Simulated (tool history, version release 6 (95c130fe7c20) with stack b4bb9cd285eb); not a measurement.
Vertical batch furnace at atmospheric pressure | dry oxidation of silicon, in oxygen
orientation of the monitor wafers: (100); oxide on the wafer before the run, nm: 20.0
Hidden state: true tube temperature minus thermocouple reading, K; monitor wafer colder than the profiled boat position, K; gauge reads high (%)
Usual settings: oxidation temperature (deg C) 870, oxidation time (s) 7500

| run | hour | oxidation temperature (deg C) | oxidation time (s) | wafers since the last listed run | hours since the last temperature calibration | hours since the boat lift was adjusted | hours since the gauge calibration | read-back reference wafer on the same gauge, thickness | oxide thickness on the monitor wafer (Å) |
|---|---|---|---|---|---|---|---|---|---|
| 1 | 0.0 | 870 | 9780 | 0 | 1471.8 | 931.8 | 539.9 | 38.28 | 366.2 |
| 2 | 71.4 | 870 | 9780 | 720 | 1543.2 | 1003.2 | 611.3 | 38.20 | 362.0 |
| 3 | 132.0 | 870 | 7500 | 611 | 1603.8 | 1063.8 | 671.9 | 38.28 | 328.9 |
| 4 | 190.9 | 870 | 7500 | 594 | 1662.7 | 1122.7 | 730.8 | 38.30 | 328.7 |
| 5 | 325.8 | 870 | 7500 | 1361 | 1797.6 | 1257.6 | 865.7 | 38.46 | 333.1 |
| 6 | 389.6 | 870 | 7500 | 643 | 1861.4 | 1321.4 | 929.5 | 38.58 | 332.8 |
| 7 | 451.1 | 870 | 7500 | 620 | 1922.9 | 1382.9 | 991.0 | 38.56 | 331.3 |
| 8 | 506.9 | 870 | 7500 | 563 | 1978.7 | 1438.7 | 1046.8 | 38.64 | 332.6 |
| 9 | 575.2 | 870 | 7500 | 689 | 2047.0 | 1507.0 | 1115.1 | 38.72 | 333.3 |
| 10 | 644.0 | 870 | 7500 | 694 | 2115.8 | 1575.8 | 1183.9 | 38.87 | 331.4 |
| 11 | 676.7 | 870 | 7500 | 329 | 2148.5 | 1608.5 | 1216.6 | 38.88 | 336.1 |
| 12 | 709.2 | 878 | 7500 | 327 | 2181.0 | 1641.0 | 1249.1 | 38.95 | 350.5 |
| 13 | 771.4 | 878 | 7500 | 627 | 2243.2 | 1703.2 | 1311.3 | 39.01 | 351.6 |
| 14 | 809.5 | 870 | 7500 | 384 | 2281.3 | 1741.3 | 1349.4 | 39.03 | 335.9 |
|  | 853.7 | gauge calibrated |
| 15 | 873.0 | 870 | 7500 | 640 | 2344.8 | 1804.8 | 19.3 | 37.82 | 326.3 |
| 16 | 922.0 | 870 | 7500 | 494 | 2393.8 | 1853.8 | 68.3 | 37.75 | 323.5 |
|  | 968.7 | thermocouples replaced and temperature profile calibrated |
| 17 | 973.0 | 870 | 7500 | 272 | 4.3 | 1904.8 | 119.3 | 37.81 | 323.1 |
| 18 | 1037.9 | 870 | 7500 | 654 | 69.2 | 1969.7 | 184.2 | 37.89 | 324.5 |
| 19 | 1086.9 | 860 | 3900 | 494 | 118.2 | 2018.7 | 233.2 | 37.83 | 254.8 |
| 20 | 1141.0 | 879 | 10050 | 545 | 172.3 | 2072.8 | 287.3 | 37.83 | 386.7 |
| 21 | 1180.0 | 870 | 7500 | 393 | 211.3 | 2111.8 | 326.3 | 37.86 | 324.2 |
|  | 1211.0 | boat lift adjusted |
| 22 | 1241.6 | 863 | 11100 | 379 | 272.9 | 30.6 | 387.9 | 37.83 | 366.1 |
| 23 | 1289.3 | 870 | 7500 | 481 | 320.6 | 78.3 | 435.6 | 37.92 | 325.5 |
| 24 | 1334.8 | 881 | 9600 | 459 | 366.1 | 123.8 | 481.1 | 37.97 | 388.6 |
| 25 | 1406.6 | 861 | 9840 | 724 | 437.9 | 195.6 | 552.9 | 37.98 | 341.4 |
| 26 | 1469.4 | 887 | 4380 | 633 | 500.7 | 258.4 | 615.7 | 37.99 | 298.9 |
| 27 | 1529.5 | 870 | 8730 | 606 | 560.8 | 318.5 | 675.8 | 38.06 | 347.6 |
| 28 | 1563.6 | 862 | 8790 | 344 | 594.9 | 352.6 | 709.9 | 38.11 | 329.6 |
| 29 | 1629.4 | 870 | 7500 | 663 | 660.7 | 418.4 | 775.7 | 38.12 | 326.9 |
| 30 | 1656.1 | 849 | 4920 | 269 | 687.4 | 445.1 | 802.4 | 38.11 | 260.0 |
| 31 | 1711.3 | 846 | 9810 | 556 | 742.6 | 500.3 | 857.6 | 38.21 | 311.1 |
| 32 | 1759.4 | 870 | 7500 | 485 | 790.7 | 548.4 | 905.7 | 38.28 | 330.5 |
| 33 | 1835.7 | 858 | 7500 | 769 | 867.0 | 624.7 | 982.0 | 38.35 | 308.9 |
| 34 | 1866.7 | 861 | 10170 | 312 | 898.0 | 655.7 | 1013.0 | 38.33 | 349.1 |

3 ways to go on from here, each from the tool as it stands after run 34. What would each give?
| A | 1873.4 | 879 | 7500 | 67 | 904.7 | 662.4 | 1019.7 | ? | ? |
| B | 1873.4 | 852 | 3960 | 67 | 904.7 | 662.4 | 1019.7 | ? | ? |
| C | 1873.4 | 891 | 4620 | 67 | 904.7 | 662.4 | 1019.7 | ? | ? |

| run | read-back reference wafer on the same gauge, thickness | oxide thickness on the monitor wafer (Å) |
|---|---|---|
| A | 38.36 | 348.6 |
| B | 38.36 | 252.2 |
| C | 38.36 | 312.8 |
Without the tool's hidden state the same runs would have given:
| run | oxide thickness on the monitor wafer (Å) |
|---|---|
| A | 344.4 |
| B | 249.1 |
| C | 309.0 |
